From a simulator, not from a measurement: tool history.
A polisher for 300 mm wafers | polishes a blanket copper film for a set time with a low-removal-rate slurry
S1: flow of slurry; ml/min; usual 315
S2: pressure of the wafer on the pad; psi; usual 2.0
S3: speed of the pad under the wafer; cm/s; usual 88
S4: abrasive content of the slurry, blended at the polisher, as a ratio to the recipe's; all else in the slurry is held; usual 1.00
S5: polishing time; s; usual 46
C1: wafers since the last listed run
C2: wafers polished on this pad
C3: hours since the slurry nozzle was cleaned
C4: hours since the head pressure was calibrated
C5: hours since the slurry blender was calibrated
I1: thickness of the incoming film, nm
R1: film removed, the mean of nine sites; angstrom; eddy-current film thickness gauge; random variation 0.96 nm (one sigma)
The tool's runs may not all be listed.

{"run": 1, "hour": 0.0, "S1": 315, "S2": 2.0, "S3": 88, "S4": 1.15, "S5": 46, "C1": 0, "C2": 1808, "C3": 329.3, "C4": 107.2, "C5": 253.9, "I1": 925.8, "R1": 1033}
{"hour": 17.4, "done": "worn pad replaced by a new one"}
{"run": 2, "hour": 20.8, "S1": 315, "S2": 2.0, "S3": 88, "S4": 1.15, "S5": 46, "C1": 161, "C2": 32, "C3": 350.1, "C4": 128.0, "C5": 274.7, "I1": 899.1, "R1": 1023}
{"run": 3, "hour": 40.0, "S1": 315, "S2": 2.0, "S3": 88, "S4": 1.15, "S5": 46, "C1": 184, "C2": 216, "C3": 369.3, "C4": 147.2, "C5": 293.9, "I1": 894.2, "R1": 1024}
{"run": 4, "hour": 56.6, "S1": 315, "S2": 2.2, "S3": 88, "S4": 1.0, "S5": 46, "C1": 159, "C2": 375, "C3": 385.9, "C4": 163.8, "C5": 310.5, "I1": 927.6, "R1": 1121}
{"run": 5, "hour": 68.6, "S1": 315, "S2": 2.0, "S3": 88, "S4": 1.0, "S5": 46, "C1": 115, "C2": 490, "C3": 397.9, "C4": 175.8, "C5": 322.5, "I1": 895.5, "R1": 1042}
{"run": 6, "hour": 94.0, "S1": 315, "S2": 2.0, "S3": 88, "S4": 1.0, "S5": 46, "C1": 243, "C2": 734, "C3": 423.3, "C4": 201.2, "C5": 347.9, "I1": 909.7, "R1": 1011}
{"run": 7, "hour": 114.0, "S1": 315, "S2": 2.0, "S3": 88, "S4": 1.0, "S5": 46, "C1": 191, "C2": 926, "C3": 443.3, "C4": 221.2, "C5": 367.9, "I1": 912.1, "R1": 1036}
{"hour": 120.9, "done": "slurry blender recalibrated"}
{"run": 8, "hour": 149.0, "S1": 315, "S2": 2.0, "S3": 88, "S4": 0.85, "S5": 46, "C1": 316, "C2": 1242, "C3": 478.3, "C4": 256.2, "C5": 28.1, "I1": 921.4, "R1": 1007}
{"run": 9, "hour": 164.7, "S1": 315, "S2": 2.0, "S3": 88, "S4": 0.85, "S5": 46, "C1": 150, "C2": 1393, "C3": 494.0, "C4": 271.9, "C5": 43.8, "I1": 927.1, "R1": 1017}
{"run": 10, "hour": 182.5, "S1": 245, "S2": 2.0, "S3": 88, "S4": 1.0, "S5": 46, "C1": 170, "C2": 1563, "C3": 511.8, "C4": 289.7, "C5": 61.6, "I1": 911.4, "R1": 1031}
{"run": 11, "hour": 206.2, "S1": 280, "S2": 2.0, "S3": 104, "S4": 0.7, "S5": 34, "C1": 227, "C2": 1791, "C3": 535.5, "C4": 313.4, "C5": 85.3, "I1": 907.7, "R1": 819}
{"hour": 225.4, "done": "worn pad replaced by a new one"}
{"run": 12, "hour": 231.3, "S1": 315, "S2": 2.2, "S3": 88, "S4": 1.0, "S5": 46, "C1": 202, "C2": 56, "C3": 560.6, "C4": 338.5, "C5": 110.4, "I1": 921.1, "R1": 1195}
{"hour": 252.7, "done": "slurry nozzle cleaned"}
{"run": 13, "hour": 253.9, "S1": 315, "S2": 2.0, "S3": 88, "S4": 1.0, "S5": 46, "C1": 207, "C2": 263, "C3": 1.2, "C4": 361.1, "C5": 133.0, "I1": 913.8, "R1": 1080}
{"run": 14, "hour": 269.4, "S1": 315, "S2": 2.0, "S3": 88, "S4": 1.15, "S5": 46, "C1": 148, "C2": 411, "C3": 16.7, "C4": 376.6, "C5": 148.5, "I1": 918.5, "R1": 1099}
{"run": 15, "hour": 282.3, "S1": 315, "S2": 2.0, "S3": 88, "S4": 1.0, "S5": 54, "C1": 123, "C2": 535, "C3": 29.6, "C4": 389.5, "C5": 161.4, "I1": 899.5, "R1": 1282}
{"hour": 296.4, "done": "head pressure recalibrated"}
{"run": 16, "hour": 296.9, "S1": 315, "S2": 2.0, "S3": 88, "S4": 1.1, "S5": 34, "C1": 120, "C2": 656, "C3": 44.2, "C4": 0.5, "C5": 176.0, "I1": 901.9, "R1": 746}
{"run": 17, "hour": 310.8, "S1": 315, "S2": 2.0, "S3": 98, "S4": 1.0, "S5": 37, "C1": 133, "C2": 789, "C3": 58.1, "C4": 14.4, "C5": 189.9, "I1": 911.6, "R1": 865}
{"run": 18, "hour": 323.5, "S1": 410, "S2": 2.0, "S3": 88, "S4": 1.2, "S5": 46, "C1": 121, "C2": 911, "C3": 70.8, "C4": 27.1, "C5": 202.6, "I1": 918.1, "R1": 1034}
{"run": 19, "hour": 342.3, "S1": 315, "S2": 2.0, "S3": 88, "S4": 1.0, "S5": 46, "C1": 180, "C2": 1092, "C3": 89.6, "C4": 45.9, "C5": 221.4, "I1": 913.6, "R1": 991}
{"run": 20, "hour": 376.1, "S1": 240, "S2": 2.0, "S3": 72, "S4": 1.2, "S5": 46, "C1": 324, "C2": 1416, "C3": 123.4, "C4": 79.7, "C5": 255.2, "I1": 931.0, "R1": 844}
{"hour": 407.7, "done": "worn pad replaced by a new one"}
{"run": 21, "hour": 417.1, "S1": 315, "S2": 2.0, "S3": 96, "S4": 1.0, "S5": 46, "C1": 354, "C2": 89, "C3": 164.4, "C4": 120.7, "C5": 296.2, "I1": 912.2, "R1": 1082}
{"run": 22, "hour": 431.5, "S1": 315, "S2": 2.0, "S3": 60, "S4": 1.1, "S5": 46, "C1": 138, "C2": 228, "C3": 178.8, "C4": 135.1, "C5": 310.6, "I1": 912.8, "R1": 755}
{"run": 23, "hour": 467.3, "S1": 315, "S2": 1.4, "S3": 88, "S4": 1.0, "S5": 38, "C1": 343, "C2": 571, "C3": 214.6, "C4": 170.9, "C5": 346.4, "I1": 914.1, "R1": 589}
{"run": 24, "hour": 479.5, "S1": 315, "S2": 2.0, "S3": 88, "S4": 1.0, "S5": 46, "C1": 117, "C2": 688, "C3": 226.8, "C4": 183.1, "C5": 358.6, "I1": 905.2, "R1": 1024}
{"run": 25, "hour": 498.3, "S1": 315, "S2": 2.0, "S3": 104, "S4": 1.0, "S5": 46, "C1": 180, "C2": 868, "C3": 245.6, "C4": 201.9, "C5": 377.4, "I1": 901.1, "R1": 1170}
{"run": 26, "hour": 525.1, "S1": 315, "S2": 2.4, "S3": 88, "S4": 0.75, "S5": 41, "C1": 257, "C2": 1125, "C3": 272.4, "C4": 228.7, "C5": 404.2, "I1": 895.6, "R1": 1055}
{"hour": 543.1, "done": "slurry blender recalibrated"}
{"run": 27, "hour": 544.6, "S1": 315, "S2": 2.3, "S3": 88, "S4": 1.25, "S5": 46, "C1": 167, "C2": 1293, "C3": 291.9, "C4": 248.2, "C5": 1.5, "I1": 911.2, "R1": 1282}
{"run": 28, "hour": 592.8, "S1": 315, "S2": 1.4, "S3": 88, "S4": 1.0, "S5": 46, "C1": 462, "C2": 1756, "C3": 340.1, "C4": 296.4, "C5": 49.7, "I1": 911.9, "R1": 753}
{"hour": 609.6, "done": "head pressure recalibrated"}
{"hour": 616.2, "done": "worn pad replaced by a new one"}
{"run": 29, "hour": 616.7, "S1": 315, "S2": 2.0, "S3": 88, "S4": 1.0, "S5": 46, "C1": 171, "C2": 4, "C3": 364.0, "C4": 7.1, "C5": 73.6, "I1": 916.6, "R1": 973}

Forecast each of these 5 alternatives for the next run:
{"run": "A", "hour": 617.1, "S1": 315, "S2": 2.0, "S3": 88, "S4": 1.1, "S5": 46, "C1": 3, "C2": 8, "C3": 364.4, "C4": 7.5, "C5": 74.0, "I1": 901.5, "R1": "?"}
{"run": "B", "hour": 617.1, "S1": 315, "S2": 2.3, "S3": 88, "S4": 1.0, "S5": 46, "C1": 3, "C2": 8, "C3": 364.4, "C4": 7.5, "C5": 74.0, "I1": 901.5, "R1": "?"}
{"run": "C", "hour": 617.1, "S1": 315, "S2": 2.0, "S3": 74, "S4": 1.25, "S5": 46, "C1": 3, "C2": 8, "C3": 364.4, "C4": 7.5, "C5": 74.0, "I1": 901.5, "R1": "?"}
{"run": "D", "hour": 617.1, "S1": 345, "S2": 2.0, "S3": 88, "S4": 1.0, "S5": 52, "C1": 3, "C2": 8, "C3": 364.4, "C4": 7.5, "C5": 74.0, "I1": 901.5, "R1": "?"}
{"run": "E", "hour": 617.1, "S1": 405, "S2": 2.7, "S3": 88, "S4": 1.0, "S5": 51, "C1": 3, "C2": 8, "C3": 364.4, "C4": 7.5, "C5": 74.0, "I1": 901.5, "R1": "?"}

run=A R1=1008
run=B R1=1136
run=C R1=895
run=D R1=1126
run=E R1=1509
Without the tool's hidden state the same runs would have given:
run=A R1=1006
run=B R1=1133
run=C R1=893
run=D R1=1123
run=E R1=1505

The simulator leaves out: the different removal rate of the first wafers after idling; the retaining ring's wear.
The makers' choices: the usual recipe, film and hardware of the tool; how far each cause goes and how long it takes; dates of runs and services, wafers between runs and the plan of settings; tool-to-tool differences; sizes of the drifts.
